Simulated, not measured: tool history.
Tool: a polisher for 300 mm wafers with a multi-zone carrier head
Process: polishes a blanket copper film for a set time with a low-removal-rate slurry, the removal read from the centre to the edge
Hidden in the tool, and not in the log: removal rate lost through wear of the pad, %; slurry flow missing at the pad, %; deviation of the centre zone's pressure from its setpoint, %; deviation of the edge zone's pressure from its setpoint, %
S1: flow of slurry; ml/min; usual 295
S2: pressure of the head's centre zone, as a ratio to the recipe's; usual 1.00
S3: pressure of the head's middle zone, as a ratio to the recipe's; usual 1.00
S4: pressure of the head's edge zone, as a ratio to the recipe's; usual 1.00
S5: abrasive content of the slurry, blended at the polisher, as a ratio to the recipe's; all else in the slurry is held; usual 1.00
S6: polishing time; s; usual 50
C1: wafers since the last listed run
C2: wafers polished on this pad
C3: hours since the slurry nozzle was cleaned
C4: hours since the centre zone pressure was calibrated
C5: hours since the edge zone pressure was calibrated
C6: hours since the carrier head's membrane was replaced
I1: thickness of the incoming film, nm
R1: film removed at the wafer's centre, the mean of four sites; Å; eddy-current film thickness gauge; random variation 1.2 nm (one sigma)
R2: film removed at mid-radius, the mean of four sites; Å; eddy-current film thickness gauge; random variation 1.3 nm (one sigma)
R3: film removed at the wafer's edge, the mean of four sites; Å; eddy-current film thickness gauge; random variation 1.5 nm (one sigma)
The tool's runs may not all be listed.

run,day,S1,S2,S3,S4,S5,S6,C1,C2,C3,C4,C5,C6,I1,R1,R2,R3
1,0.000,295,1.00,1.00,1.00,1.00,42,0,1386,699.3,269.3,23.9,779.5,1082.3,939,950,922
2,1.304,295,1.00,1.00,1.00,1.00,50,359,1746,730.6,300.6,55.2,810.8,1067.9,1095,1065,1115
# day 1.492: worn pad replaced by a new one
3,2.542,295,0.94,1.00,1.00,1.00,50,295,289,760.3,330.3,84.9,840.5,1076.5,1134,1191,1197
4,3.600,250,1.00,1.00,1.08,1.00,50,292,581,785.7,355.7,110.3,865.9,1073.1,1169,1155,1175
# day 4.412: centre zone pressure recalibrated
5,4.942,295,1.03,1.00,1.04,1.00,50,347,928,817.9,12.7,142.5,898.1,1062.2,1202,1154,1194
6,5.521,295,1.00,1.00,1.00,1.00,50,159,1088,831.8,26.6,156.4,912.0,1091.8,1164,1123,1134
7,6.483,355,1.11,1.12,1.08,1.00,50,265,1353,854.9,49.7,179.5,935.1,1060.0,1267,1253,1183
8,7.696,295,0.90,1.00,0.91,1.00,50,334,1688,884.0,78.8,208.6,964.2,1068.2,992,1089,1041
# day 8.900: worn pad replaced by a new one
9,8.921,360,1.00,1.00,1.06,1.00,50,292,5,913.4,108.2,238.0,993.6,1081.9,1258,1241,1269
# day 8.996: slurry nozzle cleaned
10,9.904,295,1.00,1.08,1.00,1.00,50,259,265,21.8,131.8,261.6,1017.2,1059.5,1228,1286,1202
11,10.742,295,1.00,1.00,1.00,1.00,50,231,496,41.9,151.9,281.7,1037.3,1063.9,1189,1195,1197
# day 11.088: carrier head's membrane replaced by a new one
12,11.550,355,1.00,1.05,1.00,0.75,50,165,662,61.3,171.3,301.1,11.1,1086.1,1122,1164,1096
13,12.092,295,1.00,0.94,1.00,1.00,50,149,811,74.3,184.3,314.1,24.1,1057.0,1176,1093,1159
14,12.733,385,1.00,1.00,1.00,1.00,50,177,988,89.7,199.7,329.5,39.5,1069.0,1180,1150,1164
15,13.812,295,0.89,1.00,0.96,1.00,50,297,1286,115.6,225.6,355.4,65.4,1068.3,1005,1132,1114
16,14.775,295,1.00,1.09,1.00,1.00,50,265,1552,138.7,248.7,378.5,88.5,1063.4,1109,1187,1091
# day 15.121: worn pad replaced by a new one
17,15.579,295,1.00,1.00,1.00,1.00,50,175,126,158.0,268.0,397.8,107.8,1061.7,1240,1209,1251
18,16.721,350,1.00,1.10,1.00,0.80,32,315,441,185.4,295.4,425.2,135.2,1059.1,753,804,732
19,18.000,295,1.09,0.96,1.00,0.80,50,352,794,216.1,326.1,455.9,165.9,1087.1,1240,1082,1119
20,18.504,295,1.00,1.00,1.06,1.00,59,139,933,228.2,338.2,468.0,178.0,1065.7,1378,1374,1432
# day 18.833: centre zone pressure recalibrated
21,19.858,295,1.00,1.00,1.00,1.00,50,350,1283,260.7,24.6,500.5,210.5,1072.0,1153,1140,1161

4 ways to go on from here, each from the tool as it stands after run 21. What would each give?
A,19.875,295,1.00,1.00,1.00,1.00,50,4,1288,261.1,25.0,500.9,210.9,1079.3,?,?,?
B,19.875,330,1.00,0.94,1.07,0.75,50,4,1288,261.1,25.0,500.9,210.9,1079.3,?,?,?
C,19.875,295,1.00,1.09,1.04,1.00,50,4,1288,261.1,25.0,500.9,210.9,1079.3,?,?,?
D,19.875,295,1.00,0.93,1.00,1.00,50,4,1288,261.1,25.0,500.9,210.9,1079.3,?,?,?

run,R1,R2,R3
A,1138,1122,1140
B,1076,1007,1113
C,1139,1207,1161
D,1137,1056,1141
Without the tool's hidden state the same runs would have given:
run,R1,R2,R3
A,1236,1219,1239
B,1169,1094,1209
C,1237,1312,1261
D,1236,1147,1240
